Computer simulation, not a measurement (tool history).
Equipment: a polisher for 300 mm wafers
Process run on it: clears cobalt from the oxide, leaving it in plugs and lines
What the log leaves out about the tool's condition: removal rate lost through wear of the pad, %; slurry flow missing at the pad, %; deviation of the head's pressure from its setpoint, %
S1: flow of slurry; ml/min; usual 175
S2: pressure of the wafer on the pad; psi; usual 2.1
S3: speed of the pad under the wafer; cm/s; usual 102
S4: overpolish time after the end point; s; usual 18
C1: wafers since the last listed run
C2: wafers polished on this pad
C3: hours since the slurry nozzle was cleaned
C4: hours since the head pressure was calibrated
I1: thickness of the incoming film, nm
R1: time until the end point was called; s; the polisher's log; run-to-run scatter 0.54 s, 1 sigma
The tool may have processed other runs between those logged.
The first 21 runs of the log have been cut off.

{"run": 22, "hour": 551.4, "S1": 175, "S2": 1.5, "S3": 102, "S4": 10, "C1": 270, "C2": 1097, "C3": 178.4, "C4": 34.0, "I1": 222.1, "R1": 52.6}
{"run": 23, "hour": 586.2, "S1": 175, "S2": 2.1, "S3": 102, "S4": 18, "C1": 306, "C2": 1403, "C3": 213.2, "C4": 68.8, "I1": 217.6, "R1": 38.6}
{"run": 24, "hour": 598.3, "S1": 175, "S2": 2.6, "S3": 102, "S4": 18, "C1": 106, "C2": 1509, "C3": 225.3, "C4": 80.9, "I1": 223.1, "R1": 32.8}
{"run": 25, "hour": 686.2, "S1": 175, "S2": 2.5, "S3": 102, "S4": 23, "C1": 773, "C2": 2282, "C3": 313.2, "C4": 168.8, "I1": 220.2, "R1": 32.7}
{"hour": 696.1, "done": "worn pad replaced by a new one"}
{"run": 26, "hour": 706.1, "S1": 155, "S2": 2.1, "S3": 102, "S4": 14, "C1": 139, "C2": 87, "C3": 333.1, "C4": 188.7, "I1": 225.0, "R1": 39.2}
{"run": 27, "hour": 784.6, "S1": 175, "S2": 1.9, "S3": 102, "S4": 18, "C1": 690, "C2": 778, "C3": 411.6, "C4": 267.2, "I1": 221.7, "R1": 41.8}
{"run": 28, "hour": 806.1, "S1": 225, "S2": 2.1, "S3": 102, "S4": 18, "C1": 189, "C2": 967, "C3": 433.1, "C4": 288.7, "I1": 219.2, "R1": 36.3}
{"run": 29, "hour": 836.0, "S1": 175, "S2": 1.7, "S3": 130, "S4": 18, "C1": 263, "C2": 1230, "C3": 463.0, "C4": 318.6, "I1": 220.3, "R1": 34.9}
{"run": 30, "hour": 866.0, "S1": 175, "S2": 2.1, "S3": 70, "S4": 18, "C1": 263, "C2": 1494, "C3": 493.0, "C4": 348.6, "I1": 219.9, "R1": 54.3}
{"run": 31, "hour": 888.1, "S1": 235, "S2": 2.4, "S3": 102, "S4": 24, "C1": 194, "C2": 1688, "C3": 515.1, "C4": 370.7, "I1": 218.4, "R1": 30.8}
{"hour": 911.4, "done": "worn pad replaced by a new one"}
{"run": 32, "hour": 912.2, "S1": 175, "S2": 2.1, "S3": 102, "S4": 18, "C1": 176, "C2": 6, "C3": 539.2, "C4": 394.8, "I1": 217.7, "R1": 37.6}
{"run": 33, "hour": 924.3, "S1": 175, "S2": 2.1, "S3": 102, "S4": 18, "C1": 106, "C2": 113, "C3": 551.3, "C4": 406.9, "I1": 216.6, "R1": 37.0}
{"run": 34, "hour": 939.1, "S1": 220, "S2": 2.1, "S3": 112, "S4": 14, "C1": 130, "C2": 243, "C3": 566.1, "C4": 421.7, "I1": 224.0, "R1": 32.7}
{"run": 35, "hour": 953.1, "S1": 175, "S2": 1.6, "S3": 102, "S4": 14, "C1": 123, "C2": 366, "C3": 580.1, "C4": 435.7, "I1": 222.2, "R1": 47.3}

What if the next run were any one of these 4? Each begins from the tool's condition after run 35:
{"run": "A", "hour": 953.5, "S1": 175, "S2": 2.1, "S3": 102, "S4": 10, "C1": 3, "C2": 370, "C3": 580.5, "C4": 436.1, "I1": 218.6, "R1": "?"}
{"run": "B", "hour": 953.5, "S1": 175, "S2": 2.8, "S3": 102, "S4": 18, "C1": 3, "C2": 370, "C3": 580.5, "C4": 436.1, "I1": 218.6, "R1": "?"}
{"run": "C", "hour": 953.5, "S1": 130, "S2": 2.7, "S3": 102, "S4": 23, "C1": 3, "C2": 370, "C3": 580.5, "C4": 436.1, "I1": 218.6, "R1": "?"}
{"run": "D", "hour": 953.5, "S1": 175, "S2": 2.4, "S3": 102, "S4": 18, "C1": 3, "C2": 370, "C3": 580.5, "C4": 436.1, "I1": 218.6, "R1": "?"}

run=A R1=38.3
run=B R1=29.9
run=C R1=32.7
run=D R1=34.2
What these runs would have given with no unlogged condition in the tool:
run=A R1=40.8
run=B R1=31.8
run=C R1=34.8
run=D R1=36.4
